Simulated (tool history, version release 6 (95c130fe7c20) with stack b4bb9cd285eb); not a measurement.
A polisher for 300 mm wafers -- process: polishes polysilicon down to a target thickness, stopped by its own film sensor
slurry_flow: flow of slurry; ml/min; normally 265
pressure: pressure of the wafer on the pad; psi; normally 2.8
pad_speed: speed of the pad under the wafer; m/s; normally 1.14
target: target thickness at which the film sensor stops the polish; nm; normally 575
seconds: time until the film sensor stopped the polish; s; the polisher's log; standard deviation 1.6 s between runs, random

run,hour,slurry_flow,pressure,pad_speed,target,wafers since the last listed run,wafers polished on this pad,hours since the slurry nozzle was cleaned,hours since the head pressure was calibrated,"incoming thickness of the incoming film, nm",seconds
1,0,265,2.3,0.86,575,0,351,562.3,1556.1,1176,151.6
2,6.2,265,2.3,0.86,575,102,454,568.5,1562.3,1139.9,146.1
# hour 16.2: worn pad replaced by a new one
3,20.6,265,2.3,0.86,575,172,72,582.9,1576.7,1176.5,140.8
4,31.1,265,2.8,1.14,575,174,246,593.4,1587.2,1142.6,88
5,39.2,265,2.8,1.14,575,134,380,601.5,1595.3,1160.5,95.8
6,45.8,265,2.8,1.14,575,109,490,608.1,1601.9,1182.9,100.5
# hour 52.1: worn pad replaced by a new one
7,56.5,265,2.8,1.14,733,111,72,618.8,1612.6,1163.6,64.3
8,64.4,305,2.3,1,477,130,203,626.7,1620.5,1170.7,142.4
9,76.1,180,2.5,1.52,705,193,397,638.4,1632.2,1148.3,66.8
# hour 90.1: worn pad replaced by a new one
10,91.7,265,2.8,0.74,741,192,26,654,1647.8,1161.4,89
# hour 97: head pressure recalibrated
11,99.4,265,2.8,1.14,575,94,120,661.7,2.4,1168.5,88.9
# hour 123.2: slurry nozzle cleaned
# hour 129.1: worn pad replaced by a new one
12,138.2,240,2.8,1.14,575,560,150,15,41.2,1164.1,92.3
13,147.3,195,2.8,0.94,451,150,301,24.1,50.3,1172.2,139.9
# hour 166.6: worn pad replaced by a new one
14,167.1,265,2.8,0.84,723,261,8,43.9,70.1,1186.5,89.6
15,173.4,265,3.8,1.14,775,104,112,50.2,76.4,1174,45.1

Predict each of these 4 candidate next runs independently; none follows another, all start after run 15:
A,173.8,265,2.8,1.14,575,6,119,50.6,76.8,1162.3,?
B,173.8,265,2.2,1.14,387,6,119,50.6,76.8,1162.3,?
C,173.8,190,2.8,1.14,738,6,119,50.6,76.8,1162.3,?
D,173.8,360,2.8,0.8,737,6,119,50.6,76.8,1162.3,?

run,seconds
A,86.4
B,145.2
C,65.3
D,82.7
Take away the tool's hidden state, keep each run's random variation, and the runs would have read:
run,seconds
A,82.8
B,139.1
C,62.6
D,79.3

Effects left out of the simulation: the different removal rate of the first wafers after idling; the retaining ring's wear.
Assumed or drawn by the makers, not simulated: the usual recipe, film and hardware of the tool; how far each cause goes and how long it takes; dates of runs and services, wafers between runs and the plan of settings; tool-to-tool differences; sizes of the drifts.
